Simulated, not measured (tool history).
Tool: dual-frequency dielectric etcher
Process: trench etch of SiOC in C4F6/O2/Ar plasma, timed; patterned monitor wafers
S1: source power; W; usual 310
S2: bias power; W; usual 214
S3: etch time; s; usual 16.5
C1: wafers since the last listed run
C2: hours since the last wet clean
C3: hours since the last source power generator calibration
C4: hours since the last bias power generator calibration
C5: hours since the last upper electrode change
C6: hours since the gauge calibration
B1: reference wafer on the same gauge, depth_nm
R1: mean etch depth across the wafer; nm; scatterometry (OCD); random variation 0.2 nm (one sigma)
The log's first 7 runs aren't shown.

run,hour,S1,S2,S3,C1,C2,C3,C4,C5,C6,B1,R1
8,512.0,250,200,16.5,1194,406.9,1471.7,1794.2,6044.2,539.9,34.60,32.97
9,561.3,360,182,16.5,638,456.2,1521.0,1843.5,6093.5,589.2,34.66,35.13
# hour 639.0: bias power generator calibrated
# hour 767.7: upper electrode replaced
10,793.1,370,214,15.0,2641,688.0,1752.8,154.1,25.4,821.0,34.70,34.50
# hour 842.1: wet clean of the chamber
11,865.0,240,232,13.0,620,22.9,1824.7,226.0,97.3,892.9,34.70,26.80
12,941.6,310,214,16.5,992,99.5,1901.3,302.6,173.9,969.5,34.74,35.04
13,1008.9,240,214,18.0,872,166.8,1968.6,369.9,241.2,1036.8,34.63,36.40
14,1074.0,310,214,16.5,843,231.9,2033.7,435.0,306.3,1101.9,34.76,35.43
15,1144.4,240,214,18.0,912,302.3,2104.1,505.4,376.7,1172.3,34.66,36.60
# hour 1152.1: source power generator calibrated
16,1229.3,270,196,18.0,1048,387.2,77.2,590.3,461.6,1257.2,34.74,36.86
17,1300.5,270,214,14.5,922,458.4,148.4,661.5,532.8,1328.4,34.73,30.76
18,1375.1,310,214,20.5,966,533.0,223.0,736.1,607.4,1403.0,34.68,44.80
19,1432.9,280,214,12.5,749,590.8,280.8,793.9,665.2,1460.8,34.80,26.82
20,1502.8,260,162,11.5,905,660.7,350.7,863.8,735.1,1530.7,34.68,22.28
# hour 1550.9: wet clean of the chamber
21,1551.4,270,214,13.0,318,0.5,399.3,912.4,783.7,1579.3,34.78,26.03
22,1650.8,350,167,12.0,1288,99.9,498.7,1011.8,883.1,1678.7,34.66,23.77
23,1704.6,290,214,13.5,697,153.7,552.5,1065.6,936.9,1732.5,34.70,27.98
24,1761.0,370,214,16.5,730,210.1,608.9,1122.0,993.3,1788.9,34.64,36.43
25,1798.5,310,237,16.5,485,247.6,646.4,1159.5,1030.8,1826.4,34.66,36.22
26,1856.4,340,186,12.5,750,305.5,704.3,1217.4,1088.7,1884.3,34.65,26.08
27,1937.4,360,214,18.0,1049,386.5,785.3,1298.4,1169.7,1965.3,34.73,40.11
28,2020.5,310,175,12.0,1076,469.6,868.4,1381.5,1252.8,2048.4,34.72,24.22
29,2074.5,230,228,13.0,699,523.6,922.4,1435.5,1306.8,2102.4,34.75,26.80
30,2139.6,280,214,16.5,843,588.7,987.5,1500.6,1371.9,2167.5,34.64,35.31

4 ways to go on from here, each from the tool as it stands after run 30. What would each give?
A,2140.0,310,214,16.5,5,589.1,987.9,1501.0,1372.3,2167.9,?,?
B,2140.0,310,190,16.5,5,589.1,987.9,1501.0,1372.3,2167.9,?,?
C,2140.0,240,177,14.0,5,589.1,987.9,1501.0,1372.3,2167.9,?,?
D,2140.0,310,173,21.0,5,589.1,987.9,1501.0,1372.3,2167.9,?,?

run,B1,R1
A,34.64,35.77
B,34.64,34.32
C,34.64,26.85
D,34.64,42.30
Without the tool's hidden state the same runs would have given:
run,R1
A,34.45
B,33.05
C,25.86
D,40.74

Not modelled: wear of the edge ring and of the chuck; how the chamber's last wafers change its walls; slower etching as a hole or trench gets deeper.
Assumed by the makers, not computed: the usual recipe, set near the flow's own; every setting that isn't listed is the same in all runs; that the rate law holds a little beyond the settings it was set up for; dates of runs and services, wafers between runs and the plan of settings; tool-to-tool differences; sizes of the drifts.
